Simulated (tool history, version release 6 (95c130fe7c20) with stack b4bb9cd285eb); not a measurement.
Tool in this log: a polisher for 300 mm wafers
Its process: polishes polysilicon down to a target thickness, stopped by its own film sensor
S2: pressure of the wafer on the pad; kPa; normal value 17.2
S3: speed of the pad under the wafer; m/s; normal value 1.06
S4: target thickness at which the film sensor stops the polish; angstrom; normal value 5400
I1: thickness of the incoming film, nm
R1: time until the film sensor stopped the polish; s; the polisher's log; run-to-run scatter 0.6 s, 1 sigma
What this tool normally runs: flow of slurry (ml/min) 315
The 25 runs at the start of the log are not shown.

{"run": 26, "hour": 323.3, "flow of slurry (ml/min)": 405, "S2": 13.1, "S3": 1.38, "S4": 4950, "I1": 905.2, "R1": 45.3}
{"run": 27, "hour": 329.5, "flow of slurry (ml/min)": 315, "S2": 15.2, "S3": 1.06, "S4": 5400, "I1": 924.0, "R1": 47.7}
{"hour": 334.5, "done": "head pressure recalibrated"}
{"run": 28, "hour": 346.2, "flow of slurry (ml/min)": 315, "S2": 17.2, "S3": 1.06, "S4": 5400, "I1": 904.6, "R1": 39.3}
{"run": 29, "hour": 358.9, "flow of slurry (ml/min)": 315, "S2": 17.2, "S3": 1.06, "S4": 5400, "I1": 917.3, "R1": 40.2}
{"run": 30, "hour": 373.4, "flow of slurry (ml/min)": 280, "S2": 17.2, "S3": 1.06, "S4": 6140, "I1": 893.4, "R1": 30.4}
{"hour": 395.8, "done": "worn pad replaced by a new one"}
{"run": 31, "hour": 396.1, "flow of slurry (ml/min)": 315, "S2": 20.7, "S3": 0.92, "S4": 5400, "I1": 916.6, "R1": 39.7}
{"run": 32, "hour": 414.3, "flow of slurry (ml/min)": 315, "S2": 22.8, "S3": 0.8, "S4": 4600, "I1": 911.2, "R1": 48.9}
{"run": 33, "hour": 427.8, "flow of slurry (ml/min)": 315, "S2": 17.2, "S3": 1.18, "S4": 4300, "I1": 919.1, "R1": 47.6}
{"run": 34, "hour": 445.4, "flow of slurry (ml/min)": 230, "S2": 20.7, "S3": 1.06, "S4": 6580, "I1": 909.5, "R1": 23.9}

Below are 5 alternative next runs, each starting from the tool's condition after run 34. Predict each:
{"run": "A", "hour": 445.8, "flow of slurry (ml/min)": 315, "S2": 17.2, "S3": 1.06, "S4": 5400, "I1": 895.5, "R1": "?"}
{"run": "B", "hour": 445.8, "flow of slurry (ml/min)": 315, "S2": 17.2, "S3": 1.28, "S4": 5780, "I1": 895.5, "R1": "?"}
{"run": "C", "hour": 445.8, "flow of slurry (ml/min)": 315, "S2": 11.0, "S3": 1.06, "S4": 5400, "I1": 895.5, "R1": "?"}
{"run": "D", "hour": 445.8, "flow of slurry (ml/min)": 345, "S2": 17.2, "S3": 1.06, "S4": 5400, "I1": 895.5, "R1": "?"}
{"run": "E", "hour": 445.8, "flow of slurry (ml/min)": 315, "S2": 22.8, "S3": 1.4, "S4": 6610, "I1": 895.5, "R1": "?"}

run=A R1=38.3
run=B R1=28.3
run=C R1=59.9
run=D R1=38.1
run=E R1=14.5
Without the tool's unlogged condition, the same runs would have read:
run=A R1=38.3
run=B R1=28.3
run=C R1=59.9
run=D R1=38.1
run=E R1=14.5
